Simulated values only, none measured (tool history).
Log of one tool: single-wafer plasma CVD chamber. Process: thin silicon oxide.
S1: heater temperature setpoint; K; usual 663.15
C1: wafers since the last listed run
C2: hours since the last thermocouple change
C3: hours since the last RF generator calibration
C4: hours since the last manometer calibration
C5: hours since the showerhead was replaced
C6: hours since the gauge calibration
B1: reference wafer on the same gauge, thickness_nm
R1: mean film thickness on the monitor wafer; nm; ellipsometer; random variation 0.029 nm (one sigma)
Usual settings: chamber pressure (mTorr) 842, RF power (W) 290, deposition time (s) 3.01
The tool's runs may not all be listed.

Run 1, day 0.000: usual settings but chamber pressure (mTorr) 747; C1 0; C2 914.2; C3 1161.6; C4 1058.4; C5 5322.2; C6 376.2; B1 5.871. Result: R1 4.706 nm.
Run 2, day 1.396: usual settings but deposition time (s) 3.22; C1 754; C2 947.7; C3 1195.1; C4 1091.9; C5 5355.7; C6 409.7; B1 5.870. Result: R1 5.775 nm.
Run 3, day 3.554: usual settings but chamber pressure (mTorr) 783, RF power (W) 270; C1 1166; C2 999.5; C3 1246.9; C4 1143.7; C5 5407.5; C6 461.5; B1 5.866. Result: R1 4.849 nm.
Run 4, day 6.054: usual settings but chamber pressure (mTorr) 939; C1 1351; C2 1059.5; C3 1306.9; C4 1203.7; C5 5467.5; C6 521.5; B1 5.880. Result: R1 6.052 nm.
Run 5, day 8.050: usual settings but chamber pressure (mTorr) 939; C1 1078; C2 1107.4; C3 1354.8; C4 1251.6; C5 5515.4; C6 569.4; B1 5.872. Result: R1 5.985 nm.
Run 6, day 10.946: usual settings but RF power (W) 250; C1 1565; C2 1176.9; C3 1424.3; C4 1321.1; C5 5584.9; C6 638.9; B1 5.867. Result: R1 5.081 nm.
Run 7, day 12.954: usual settings but RF power (W) 250; C1 1085; C2 1225.1; C3 1472.5; C4 1369.3; C5 5633.1; C6 687.1; B1 5.865. Result: R1 5.039 nm.
Run 8, day 14.812: usual settings but RF power (W) 330; C1 1004; C2 1269.7; C3 1517.1; C4 1413.9; C5 5677.7; C6 731.7; B1 5.874. Result: R1 5.594 nm.
Run 9, day 16.521: usual settings; C1 923; C2 1310.7; C3 1558.1; C4 1454.9; C5 5718.7; C6 772.7; B1 5.867. Result: R1 5.408 nm.
Run 10, day 17.925: usual settings; C1 759; C2 1344.4; C3 1591.8; C4 1488.6; C5 5752.4; C6 806.4; B1 5.871. Result: R1 5.339 nm.
Run 11, day 19.442: usual settings; C1 819; C2 1380.8; C3 1628.2; C4 1525.0; C5 5788.8; C6 842.8; B1 5.872. Result: R1 5.357 nm.
Run 12, day 21.204: usual settings but S1 649.15 K, deposition time (s) 3.37; C1 952; C2 1423.1; C3 1670.5; C4 1567.3; C5 5831.1; C6 885.1; B1 5.870. Result: R1 6.027 nm.
Run 13, day 22.621: usual settings but S1 673.15 K, chamber pressure (mTorr) 1010, RF power (W) 310; C1 765; C2 1457.1; C3 1704.5; C4 1601.3; C5 5865.1; C6 919.1; B1 5.875. Result: R1 6.354 nm.
Run 14, day 23.846: usual settings but S1 672.15 K, chamber pressure (mTorr) 688, RF power (W) 240, deposition time (s) 3.43; C1 662; C2 1486.5; C3 1733.9; C4 1630.7; C5 5894.5; C6 948.5; B1 5.869. Result: R1 4.505 nm.
Run 15, day 25.004: usual settings but S1 675.15 K, RF power (W) 255, deposition time (s) 3.18; C1 626; C2 1514.3; C3 1761.7; C4 1658.5; C5 5922.3; C6 976.3; B1 5.868. Result: R1 5.315 nm.
Run 16, day 26.696: usual settings but chamber pressure (mTorr) 653, RF power (W) 270; C1 914; C2 1554.9; C3 1802.3; C4 1699.1; C5 5962.9; C6 1016.9; B1 5.861. Result: R1 3.865 nm.
Run 17, day 27.904: usual settings but S1 672.15 K, chamber pressure (mTorr) 688, RF power (W) 240, deposition time (s) 3.43; C1 653; C2 1583.9; C3 1831.3; C4 1728.1; C5 5991.9; C6 1045.9; B1 5.869. Result: R1 4.455 nm.
At day 28.575: capacitance manometer re-zeroed and calibrated.
At day 29.150: thermocouple changed; heater temperature recalibrated.
Run 18, day 30.296: usual settings but chamber pressure (mTorr) 689, RF power (W) 320; C1 932; C2 27.5; C3 1888.7; C4 41.3; C5 6049.3; C6 1103.3; B1 5.875. Result: R1 4.450 nm.
Run 19, day 31.612: usual settings but S1 678.15 K, RF power (W) 340; C1 711; C2 59.1; C3 1920.3; C4 72.9; C5 6080.9; C6 1134.9; B1 5.870. Result: R1 5.591 nm.
At day 32.246: showerhead replaced.
Run 20, day 34.133: usual settings but S1 652.15 K, RF power (W) 250, deposition time (s) 3.47; C1 1182; C2 119.6; C3 1980.8; C4 133.4; C5 45.3; C6 1195.4; B1 5.867. Result: R1 5.849 nm.
At day 35.288: RF generator calibrated.
At day 35.658: gauge calibrated.
Run 21, day 36.121: usual settings; C1 894; C2 167.3; C3 20.0; C4 181.1; C5 93.0; C6 11.1; B1 5.864. Result: R1 5.483 nm.
Run 22, day 38.262: usual settings but RF power (W) 315, deposition time (s) 3.35; C1 1157; C2 218.7; C3 71.4; C4 232.5; C5 144.4; C6 62.5; B1 5.865. Result: R1 6.255 nm.
Run 23, day 39.425: usual settings but chamber pressure (mTorr) 1013, RF power (W) 320; C1 628; C2 246.6; C3 99.3; C4 260.4; C5 172.3; C6 90.4; B1 5.875. Result: R1 6.731 nm.
Run 24, day 42.250: usual settings but S1 652.15 K, chamber pressure (mTorr) 779, RF power (W) 315, deposition time (s) 2.50; C1 1527; C2 314.4; C3 167.1; C4 328.2; C5 240.1; C6 158.2; B1 5.874. Result: R1 4.356 nm.
Run 25, day 44.925: usual settings but S1 673.15 K, chamber pressure (mTorr) 760, RF power (W) 275, deposition time (s) 3.40; C1 1445; C2 378.6; C3 231.3; C4 392.4; C5 304.3; C6 222.4; B1 5.870. Result: R1 5.372 nm.
Run 26, day 46.275: usual settings but RF power (W) 265; C1 729; C2 411.0; C3 263.7; C4 424.8; C5 336.7; C6 254.8; B1 5.868. Result: R1 5.313 nm.
Run 27, day 49.079: usual settings but S1 677.15 K, RF power (W) 240, deposition time (s) 2.49; C1 1515; C2 478.3; C3 331.0; C4 492.1; C5 404.0; C6 322.1; B1 5.868. Result: R1 4.159 nm.
Run 28, day 50.358: usual settings; C1 691; C2 509.0; C3 361.7; C4 522.8; C5 434.7; C6 352.8; B1 5.863. Result: R1 5.467 nm.
Run 29, day 51.604: usual settings but chamber pressure (mTorr) 897; C1 673; C2 538.9; C3 391.6; C4 552.7; C5 464.6; C6 382.7; B1 5.876. Result: R1 5.757 nm.

What the log doesn't show, run by run:
wafer temperature above the value expected at the setpoint (K): 0 in every run
true pressure above the setpoint (%): 0 in every run
gauge reads high (%): 0 in every run
H1: delivered RF power above the setpoint (%)
run      H1
  1   -3.44
  2   -3.57
  3   -3.78
  4   -4.03
  5   -4.25
  6   -4.57
  7    -4.8
  8   -5.02
  9   -5.23
 10   -5.41
 11   -5.61
 12   -5.84
 13   -6.03
 14    -6.2
 15   -6.36
 16    -6.6
 17   -6.78
 18   -7.13
 19   -7.33
 20   -7.73
 21  -0.264
 22  -0.272
 23   -0.28
 24   -0.31
 25  -0.353
 26  -0.379
 27  -0.446
 28  -0.481
 29  -0.519
